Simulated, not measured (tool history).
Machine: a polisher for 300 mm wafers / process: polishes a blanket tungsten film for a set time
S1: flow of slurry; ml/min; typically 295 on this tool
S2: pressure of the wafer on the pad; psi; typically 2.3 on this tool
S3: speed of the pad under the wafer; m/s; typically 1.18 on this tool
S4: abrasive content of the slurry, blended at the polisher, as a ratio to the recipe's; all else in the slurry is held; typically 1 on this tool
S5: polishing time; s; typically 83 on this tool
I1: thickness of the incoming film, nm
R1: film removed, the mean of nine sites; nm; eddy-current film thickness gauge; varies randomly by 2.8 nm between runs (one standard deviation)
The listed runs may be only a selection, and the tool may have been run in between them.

run 1 day=0 | S1=295 S2=2.3 S3=1.18 S4=1 S5=83 | I1=1424 | R1=233.1
-- day=0.962 slurry tank refilled with fresh slurry and peroxide
-- day=1.162 worn pad replaced by a new one
-- day=5.946 slurry blender recalibrated
run 2 day=7.033 | S1=295 S2=2.3 S3=1.18 S4=1 S5=83 | I1=1426.9 | R1=250.3
run 3 day=9.112 | S1=295 S2=2.3 S3=1.18 S4=1.2 S5=83 | I1=1414.3 | R1=255.4
run 4 day=13.221 | S1=295 S2=2.3 S3=1.18 S4=1 S5=83 | I1=1433.4 | R1=237.1
run 5 day=17.212 | S1=295 S2=2.3 S3=1.18 S4=1 S5=83 | I1=1419.8 | R1=233.8
-- day=18.025 head pressure recalibrated
run 6 day=20.279 | S1=295 S2=2.3 S3=1.18 S4=1 S5=83 | I1=1443.6 | R1=232.6
-- day=24.192 slurry tank refilled with fresh slurry and peroxide
run 7 day=24.45 | S1=345 S2=2.3 S3=1.18 S4=1 S5=83 | I1=1429.5 | R1=231.3
-- day=26.167 worn pad replaced by a new one
run 8 day=27.638 | S1=345 S2=2.3 S3=1.18 S4=1 S5=83 | I1=1418.9 | R1=235
-- day=30.721 slurry blender recalibrated
run 9 day=30.742 | S1=345 S2=2.3 S3=1.18 S4=1 S5=83 | I1=1422.7 | R1=260.1
run 10 day=33.438 | S1=295 S2=2.3 S3=1.18 S4=1 S5=72 | I1=1418.9 | R1=212.6
-- day=36.542 slurry nozzle cleaned
run 11 day=42.233 | S1=295 S2=2.3 S3=1.18 S4=1 S5=72 | I1=1437.6 | R1=206.9
-- day=45.05 slurry tank refilled with fresh slurry and peroxide
run 12 day=45.479 | S1=210 S2=2.3 S3=1.18 S4=1 S5=83 | I1=1404.8 | R1=223.1
-- day=48.162 head pressure recalibrated
run 13 day=48.183 | S1=390 S2=2.3 S3=1.18 S4=1 S5=83 | I1=1387.4 | R1=238.9
run 14 day=50.638 | S1=350 S2=2.3 S3=1.18 S4=1 S5=83 | I1=1396 | R1=233
-- day=51.442 worn pad replaced by a new one
run 15 day=53.938 | S1=295 S2=2.3 S3=1.58 S4=0.9 S5=83 | I1=1415.4 | R1=288.5
-- day=55.012 slurry blender recalibrated
run 16 day=66.817 | S1=295 S2=2.6 S3=1.56 S4=1 S5=67 | I1=1431.2 | R1=269.7
run 17 day=68.838 | S1=375 S2=3.1 S3=1.18 S4=1 S5=100 | I1=1423.5 | R1=366.5
-- day=68.929 slurry tank refilled with fresh slurry and peroxide
run 18 day=72.162 | S1=295 S2=2.3 S3=1.18 S4=1 S5=83 | I1=1410 | R1=226.7
-- day=72.758 slurry nozzle cleaned
-- day=73.808 worn pad replaced by a new one
run 19 day=74.367 | S1=400 S2=2.3 S3=0.86 S4=1 S5=83 | I1=1417.9 | R1=182.5
-- day=76.138 head pressure recalibrated
-- day=77.45 slurry blender recalibrated
run 20 day=78.679 | S1=350 S2=2.6 S3=1.48 S4=1.1 S5=83 | I1=1398.6 | R1=352.7
run 21 day=82.946 | S1=295 S2=2.3 S3=1.18 S4=1 S5=83 | I1=1430.1 | R1=240.9
run 22 day=86.242 | S1=255 S2=2.8 S3=1.54 S4=1 S5=66 | I1=1432.2 | R1=270.4
run 23 day=88.517 | S1=295 S2=2.3 S3=1.18 S4=1 S5=83 | I1=1410.5 | R1=229.5
run 24 day=90.283 | S1=295 S2=2.3 S3=1.34 S4=1 S5=59 | I1=1400.8 | R1=180.2
-- day=91.358 slurry tank refilled with fresh slurry and peroxide
run 25 day=94.379 | S1=295 S2=2.8 S3=1.04 S4=1 S5=83 | I1=1426 | R1=234
-- day=96.338 worn pad replaced by a new one
run 26 day=98.754 | S1=330 S2=1.8 S3=1.18 S4=1 S5=83 | I1=1409.9 | R1=187.3
run 27 day=101.138 | S1=390 S2=1.7 S3=1.18 S4=1.1 S5=83 | I1=1416.5 | R1=183

Predict each of these 3 candidate next runs independently; none follows another, all start after run 27:
run A day=101.154 | S1=295 S2=2.3 S3=1.18 S4=1 S5=83 | I1=1446 | R1=?
run B day=101.154 | S1=295 S2=2.3 S3=1.18 S4=1 S5=62 | I1=1446 | R1=?
run C day=101.154 | S1=295 S2=1.9 S3=1.18 S4=1 S5=83 | I1=1446 | R1=?

run=A R1=224.5
run=B R1=167.7
run=C R1=192.2
Without the tool's hidden state the same runs would have given:
run=A R1=254.6
run=B R1=190.2
run=C R1=218
